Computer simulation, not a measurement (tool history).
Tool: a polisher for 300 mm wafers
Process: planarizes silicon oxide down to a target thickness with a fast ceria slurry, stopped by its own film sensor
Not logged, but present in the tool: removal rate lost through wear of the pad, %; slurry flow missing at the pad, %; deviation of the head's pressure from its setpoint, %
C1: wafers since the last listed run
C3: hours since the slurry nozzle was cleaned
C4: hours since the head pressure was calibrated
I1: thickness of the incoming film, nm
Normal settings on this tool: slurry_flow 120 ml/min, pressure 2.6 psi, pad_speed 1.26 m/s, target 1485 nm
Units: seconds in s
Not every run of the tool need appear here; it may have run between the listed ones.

run 1 hour=0 | slurry_flow=120 pressure=3.2 pad_speed=1.26 target=1485 | C1=0 wafers_polished_on_this_pad=909 C3=515.8 C4=1035.8 | I1=2820.1 | seconds=59.9
run 2 hour=6.6 | slurry_flow=140 pressure=2.6 pad_speed=1.48 target=1485 | C1=68 wafers_polished_on_this_pad=977 C3=522.4 C4=1042.4 | I1=2802.6 | seconds=55.8
-- hour=19.6 worn pad replaced by a new one
run 3 hour=20.8 | slurry_flow=140 pressure=2.6 pad_speed=1.48 target=1485 | C1=105 wafers_polished_on_this_pad=12 C3=536.6 C4=1056.6 | I1=2775.8 | seconds=52.2
run 4 hour=33.3 | slurry_flow=140 pressure=2.6 pad_speed=1.48 target=1485 | C1=129 wafers_polished_on_this_pad=141 C3=549.1 C4=1069.1 | I1=2748.8 | seconds=51.1
run 5 hour=44.5 | slurry_flow=105 pressure=2.6 pad_speed=1.26 target=1485 | C1=115 wafers_polished_on_this_pad=257 C3=560.3 C4=1080.3 | I1=2779.8 | seconds=66.4
run 6 hour=62.2 | slurry_flow=105 pressure=2.6 pad_speed=1.26 target=1485 | C1=182 wafers_polished_on_this_pad=440 C3=578 C4=1098 | I1=2791.1 | seconds=68.8
run 7 hour=72.4 | slurry_flow=105 pressure=2.6 pad_speed=1.26 target=1485 | C1=105 wafers_polished_on_this_pad=545 C3=588.2 C4=1108.2 | I1=2746.1 | seconds=67.1
run 8 hour=89.3 | slurry_flow=120 pressure=2.2 pad_speed=0.94 target=1485 | C1=174 wafers_polished_on_this_pad=720 C3=605.1 C4=1125.1 | I1=2804.3 | seconds=103.6
run 9 hour=99.3 | slurry_flow=120 pressure=2.6 pad_speed=1.26 target=1485 | C1=103 wafers_polished_on_this_pad=823 C3=615.1 C4=1135.1 | I1=2759.4 | seconds=67.1
-- hour=107.1 head pressure recalibrated
run 10 hour=111.5 | slurry_flow=120 pressure=2.6 pad_speed=1.26 target=1485 | C1=105 wafers_polished_on_this_pad=929 C3=627.3 C4=4.4 | I1=2739.4 | seconds=67.6
-- hour=118.6 worn pad replaced by a new one
run 11 hour=121.7 | slurry_flow=150 pressure=2.6 pad_speed=1.26 target=1485 | C1=64 wafers_polished_on_this_pad=32 C3=637.5 C4=14.6 | I1=2747.8 | seconds=60.2
run 12 hour=135.7 | slurry_flow=120 pressure=2.6 pad_speed=1.58 target=1154 | C1=144 wafers_polished_on_this_pad=176 C3=651.5 C4=28.6 | I1=2750.6 | seconds=64.2
run 13 hour=146.7 | slurry_flow=120 pressure=2.6 pad_speed=1.26 target=1485 | C1=113 wafers_polished_on_this_pad=290 C3=662.5 C4=39.6 | I1=2746.8 | seconds=63.4
run 14 hour=154.7 | slurry_flow=120 pressure=1.8 pad_speed=1.4 target=1485 | C1=82 wafers_polished_on_this_pad=373 C3=670.5 C4=47.6 | I1=2774.8 | seconds=72.7
run 15 hour=167.4 | slurry_flow=120 pressure=2.6 pad_speed=1.62 target=1188 | C1=131 wafers_polished_on_this_pad=504 C3=683.2 C4=60.3 | I1=2750.9 | seconds=63.3
-- hour=176.6 slurry nozzle cleaned
run 16 hour=185.4 | slurry_flow=150 pressure=3.1 pad_speed=1.44 target=1331 | C1=175 wafers_polished_on_this_pad=680 C3=8.8 C4=78.3 | I1=2752.7 | seconds=52
run 17 hour=202.3 | slurry_flow=85 pressure=2.6 pad_speed=1.14 target=1485 | C1=174 wafers_polished_on_this_pad=854 C3=25.7 C4=95.2 | I1=2784.2 | seconds=77.3
run 18 hour=212.3 | slurry_flow=150 pressure=2.6 pad_speed=1.64 target=1706 | C1=103 wafers_polished_on_this_pad=958 C3=35.7 C4=105.2 | I1=2805.4 | seconds=39.6
run 19 hour=219.4 | slurry_flow=150 pressure=2.6 pad_speed=1.26 target=1485 | C1=73 wafers_polished_on_this_pad=1031 C3=42.8 C4=112.3 | I1=2790.7 | seconds=63
-- hour=233.8 worn pad replaced by a new one
run 20 hour=260.3 | slurry_flow=155 pressure=2.6 pad_speed=1.26 target=1485 | C1=381 wafers_polished_on_this_pad=274 C3=83.7 C4=153.2 | I1=2786.9 | seconds=57.4
run 21 hour=268.2 | slurry_flow=145 pressure=2.6 pad_speed=1.54 target=1485 | C1=81 wafers_polished_on_this_pad=355 C3=91.6 C4=161.1 | I1=2771.6 | seconds=47.6
run 22 hour=281.4 | slurry_flow=150 pressure=2.6 pad_speed=0.9 target=1485 | C1=136 wafers_polished_on_this_pad=492 C3=104.8 C4=174.3 | I1=2719.7 | seconds=78.3

Give the tool's hidden conditions for every run:
deviation of the head's pressure from its setpoint, %: 0 on each run
H1: removal rate lost through wear of the pad, %
H2: slurry flow missing at the pad, %
run=1 H1=7.83 H2=19.3
run=2 H1=8.92 H2=19.8
run=3 H1=1.99 H2=20.7
run=4 H1=2.16 H2=21.6
run=5 H1=2.55 H2=22.4
run=6 H1=3.64 H2=23.7
run=7 H1=4.53 H2=24.5
run=8 H1=6.42 H2=25.8
run=9 H1=7.78 H2=26.6
run=10 H1=9.69 H2=27.6
run=11 H1=1.21 H2=28.4
run=12 H1=1.46 H2=29.6
run=13 H1=1.92 H2=30.6
run=14 H1=2.39 H2=31.2
run=15 H1=3.37 H2=32.4
run=16 H1=5.27 H2=2.74
run=17 H1=7.59 H2=2.78
run=18 H1=9.2 H2=2.82
run=19 H1=10.5 H2=2.85
run=20 H1=2.38 H2=3.19
run=21 H1=2.81 H2=3.28
run=22 H1=3.8 H2=3.45
